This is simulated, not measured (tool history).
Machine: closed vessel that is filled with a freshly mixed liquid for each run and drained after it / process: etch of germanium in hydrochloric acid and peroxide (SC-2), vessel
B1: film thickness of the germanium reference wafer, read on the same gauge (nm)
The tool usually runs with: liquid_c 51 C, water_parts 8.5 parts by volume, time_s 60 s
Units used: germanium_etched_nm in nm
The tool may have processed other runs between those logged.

{"run": 1, "day": 0.0, "liquid_c": 53.5, "water_parts": 7.5, "time_s": 60, "B1": 100, "germanium_etched_nm": 138.84}
{"run": 2, "day": 1.85, "liquid_c": 44.5, "water_parts": 5.5, "time_s": 60, "B1": 100.04, "germanium_etched_nm": 105}
{"run": 3, "day": 2.375, "liquid_c": 51, "water_parts": 10.5, "time_s": 60, "B1": 100.01, "germanium_etched_nm": 125.2}
{"run": 4, "day": 3.692, "liquid_c": 51, "water_parts": 10.5, "time_s": 60, "B1": 99.98, "germanium_etched_nm": 124.78}
{"run": 5, "day": 4.204, "liquid_c": 51, "water_parts": 8.5, "time_s": 60, "B1": 100, "germanium_etched_nm": 126.72}
{"run": 6, "day": 4.838, "liquid_c": 51, "water_parts": 8.5, "time_s": 60, "B1": 100, "germanium_etched_nm": 126.9}
{"run": 7, "day": 5.971, "liquid_c": 51, "water_parts": 8.5, "time_s": 60, "B1": 100.01, "germanium_etched_nm": 126.79}
{"run": 8, "day": 7.212, "liquid_c": 51, "water_parts": 8.5, "time_s": 60, "B1": 100.01, "germanium_etched_nm": 126.86}
{"run": 9, "day": 7.75, "liquid_c": 51, "water_parts": 8.5, "time_s": 60, "B1": 99.97, "germanium_etched_nm": 127.08}
{"run": 10, "day": 9.121, "liquid_c": 51, "water_parts": 10, "time_s": 60, "B1": 99.98, "germanium_etched_nm": 124.7}
{"run": 11, "day": 10.312, "liquid_c": 51, "water_parts": 10, "time_s": 60, "B1": 100.01, "germanium_etched_nm": 125.06}
{"day": 10.979, "done": "gauge calibrated"}
{"run": 12, "day": 11.354, "liquid_c": 51, "water_parts": 8.5, "time_s": 60, "B1": 100, "germanium_etched_nm": 126.66}
{"run": 13, "day": 12.129, "liquid_c": 51, "water_parts": 8.5, "time_s": 60, "B1": 100.01, "germanium_etched_nm": 126.42}
{"day": 12.175, "done": "new drum of peroxide connected"}
{"run": 14, "day": 13.221, "liquid_c": 51, "water_parts": 8.5, "time_s": 60, "B1": 99.98, "germanium_etched_nm": 127.07}
{"run": 15, "day": 14.171, "liquid_c": 51, "water_parts": 8.5, "time_s": 60, "B1": 99.98, "germanium_etched_nm": 126.14}
{"run": 16, "day": 15.604, "liquid_c": 51, "water_parts": 8.5, "time_s": 60, "B1": 100.02, "germanium_etched_nm": 126.37}
{"day": 15.908, "done": "chemicals flow meter replaced"}
{"run": 17, "day": 16.762, "liquid_c": 59.5, "water_parts": 12, "time_s": 90, "B1": 99.99, "germanium_etched_nm": 237.37}
{"run": 18, "day": 17.95, "liquid_c": 55.5, "water_parts": 7.5, "time_s": 75, "B1": 99.98, "germanium_etched_nm": 183.48}
{"run": 19, "day": 20.9, "liquid_c": 51, "water_parts": 8.5, "time_s": 60, "B1": 100.01, "germanium_etched_nm": 126.09}
{"day": 21.096, "done": "thermometer replaced"}
{"run": 20, "day": 22.192, "liquid_c": 59, "water_parts": 11, "time_s": 35, "B1": 100, "germanium_etched_nm": 96.23}
{"run": 21, "day": 22.792, "liquid_c": 44.5, "water_parts": 8.5, "time_s": 60, "B1": 99.99, "germanium_etched_nm": 107.3}
{"run": 22, "day": 23.517, "liquid_c": 47.5, "water_parts": 5.5, "time_s": 60, "B1": 99.98, "germanium_etched_nm": 120.95}
{"run": 23, "day": 24.138, "liquid_c": 42, "water_parts": 5, "time_s": 70, "B1": 100.01, "germanium_etched_nm": 117.09}
{"run": 24, "day": 25.454, "liquid_c": 51, "water_parts": 8.5, "time_s": 60, "B1": 100.01, "germanium_etched_nm": 131.99}
{"run": 25, "day": 26.742, "liquid_c": 51, "water_parts": 8.5, "time_s": 60, "B1": 99.99, "germanium_etched_nm": 132.21}
{"run": 26, "day": 27.771, "liquid_c": 44, "water_parts": 5.5, "time_s": 50, "B1": 100.04, "germanium_etched_nm": 89.78}
{"run": 27, "day": 29.012, "liquid_c": 51, "water_parts": 5, "time_s": 80, "B1": 100.02, "germanium_etched_nm": 180.27}
{"run": 28, "day": 30.346, "liquid_c": 56, "water_parts": 8.5, "time_s": 45, "B1": 99.98, "germanium_etched_nm": 115.24}

Each row is a separate what-if for the run after 28, all from the same tool condition, not one after another. Results?
{"run": "A", "day": 30.375, "liquid_c": 51, "water_parts": 8.5, "time_s": 30, "B1": "?", "germanium_etched_nm": "?"}
{"run": "B", "day": 30.375, "liquid_c": 59.5, "water_parts": 12, "time_s": 85, "B1": "?", "germanium_etched_nm": "?"}
{"run": "C", "day": 30.375, "liquid_c": 45, "water_parts": 6.5, "time_s": 30, "B1": "?", "germanium_etched_nm": "?"}
{"run": "D", "day": 30.375, "liquid_c": 54, "water_parts": 6.5, "time_s": 95, "B1": "?", "germanium_etched_nm": "?"}
{"run": "E", "day": 30.375, "liquid_c": 55.5, "water_parts": 8.5, "time_s": 95, "B1": "?", "germanium_etched_nm": "?"}

run=A B1=100.01 germanium_etched_nm=66.19
run=B B1=100.01 germanium_etched_nm=234.38
run=C B1=100.01 germanium_etched_nm=55.36
run=D B1=100.01 germanium_etched_nm=234.18
run=E B1=100.01 germanium_etched_nm=241.04
With the hidden condition removed and each run's random variation left untouched, the same runs would have given:
run=A germanium_etched_nm=67.11
run=B germanium_etched_nm=237.42
run=C germanium_etched_nm=56.17
run=D germanium_etched_nm=237.42
run=E germanium_etched_nm=244.3

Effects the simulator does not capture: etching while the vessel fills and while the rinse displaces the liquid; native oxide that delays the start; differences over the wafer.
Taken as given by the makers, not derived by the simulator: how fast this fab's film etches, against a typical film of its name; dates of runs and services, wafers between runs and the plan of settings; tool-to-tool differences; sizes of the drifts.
